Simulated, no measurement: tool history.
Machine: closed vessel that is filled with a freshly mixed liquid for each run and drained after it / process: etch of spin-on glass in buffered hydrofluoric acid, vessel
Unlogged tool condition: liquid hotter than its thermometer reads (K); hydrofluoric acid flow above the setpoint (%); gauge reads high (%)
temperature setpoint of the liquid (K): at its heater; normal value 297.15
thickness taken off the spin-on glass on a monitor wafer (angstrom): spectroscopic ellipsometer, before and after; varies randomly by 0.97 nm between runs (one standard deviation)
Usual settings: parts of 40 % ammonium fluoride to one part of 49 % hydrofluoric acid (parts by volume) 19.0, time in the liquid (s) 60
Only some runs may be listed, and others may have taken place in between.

| run | hour | temperature setpoint of the liquid (K) | parts of 40 % ammonium fluoride to one part of 49 % hydrofluoric acid (parts by volume) | time in the liquid (s) | wafers since the last listed run | hours since the thermometer was replaced | hours since the hydrofluoric acid flow meter was replaced | hours since the gauge calibration | read-back film thickness of the spin-on glass reference wafer, read on the same gauge (nm) | thickness taken off the spin-on glass on a monitor wafer (angstrom) |
|---|---|---|---|---|---|---|---|---|---|---|
| 1 | 0.0 | 297.15 | 19.0 | 60 | 0 | 2134.8 | 1265.5 | 195.7 | 70.02 | 1651.7 |
| 2 | 101.4 | 297.15 | 19.0 | 80 | 9652 | 2236.2 | 1366.9 | 297.1 | 70.02 | 2212.5 |
| 3 | 244.8 | 293.65 | 16.0 | 60 | 13650 | 2379.6 | 1510.3 | 440.5 | 69.99 | 1614.9 |
| 4 | 296.6 | 297.15 | 19.0 | 60 | 4930 | 2431.4 | 1562.1 | 492.3 | 69.99 | 1652.9 |
| 5 | 501.7 | 297.15 | 19.0 | 60 | 19523 | 2636.5 | 1767.2 | 697.4 | 69.98 | 1670.8 |
|  | 515.3 | hydrofluoric acid flow meter replaced |
|  | 537.4 | thermometer replaced |
| 6 | 559.7 | 297.15 | 19.0 | 60 | 5330 | 22.3 | 44.4 | 755.4 | 70.03 | 1660.6 |
| 7 | 631.4 | 297.15 | 19.0 | 60 | 6825 | 94.0 | 116.1 | 827.1 | 69.97 | 1657.7 |
| 8 | 699.1 | 297.15 | 19.0 | 60 | 6444 | 161.7 | 183.8 | 894.8 | 69.97 | 1654.4 |
| 9 | 756.0 | 297.15 | 19.0 | 75 | 5416 | 218.6 | 240.7 | 951.7 | 70.01 | 2062.9 |
| 10 | 782.0 | 297.15 | 19.0 | 60 | 2474 | 244.6 | 266.7 | 977.7 | 70.02 | 1658.2 |
| 11 | 810.1 | 299.15 | 15.0 | 90 | 2674 | 272.7 | 294.8 | 1005.8 | 70.01 | 3476.1 |
|  | 963.2 | gauge calibrated |
| 12 | 993.3 | 297.15 | 16.5 | 40 | 17439 | 455.9 | 478.0 | 30.1 | 70.01 | 1263.1 |
| 13 | 1029.5 | 299.65 | 22.5 | 30 | 3445 | 492.1 | 514.2 | 66.3 | 70.00 | 822.8 |
| 14 | 1086.3 | 299.15 | 19.0 | 45 | 5406 | 548.9 | 571.0 | 123.1 | 69.99 | 1374.6 |
| 15 | 1154.2 | 297.15 | 19.0 | 60 | 6463 | 616.8 | 638.9 | 191.0 | 69.99 | 1662.0 |
| 16 | 1217.2 | 297.15 | 12.5 | 50 | 5997 | 679.8 | 701.9 | 254.0 | 70.02 | 2099.0 |
| 17 | 1280.4 | 297.15 | 12.0 | 60 | 6016 | 743.0 | 765.1 | 317.2 | 69.98 | 2601.6 |
| 18 | 1308.9 | 294.15 | 23.0 | 70 | 2712 | 771.5 | 793.6 | 345.7 | 70.01 | 1426.2 |
| 19 | 1346.2 | 295.65 | 23.0 | 60 | 3550 | 808.8 | 830.9 | 383.0 | 70.03 | 1299.0 |
| 20 | 1401.3 | 297.15 | 13.5 | 60 | 5245 | 863.9 | 886.0 | 438.1 | 69.99 | 2308.1 |
| 21 | 1446.1 | 297.15 | 19.0 | 80 | 4264 | 908.7 | 930.8 | 482.9 | 69.99 | 2217.2 |

What differs in the tool's unlogged condition from the final listed run ahead of each entry between runs to the first listed run following it?
From run 5 to run 6: hydrofluoric acid flow meter replaced (hour 515.3); thermometer replaced (hour 537.4)
  no difference in the tool's unlogged condition between these two runs
From run 11 to run 12: gauge calibrated (hour 963.2)
  no difference in the tool's unlogged condition between these two runs

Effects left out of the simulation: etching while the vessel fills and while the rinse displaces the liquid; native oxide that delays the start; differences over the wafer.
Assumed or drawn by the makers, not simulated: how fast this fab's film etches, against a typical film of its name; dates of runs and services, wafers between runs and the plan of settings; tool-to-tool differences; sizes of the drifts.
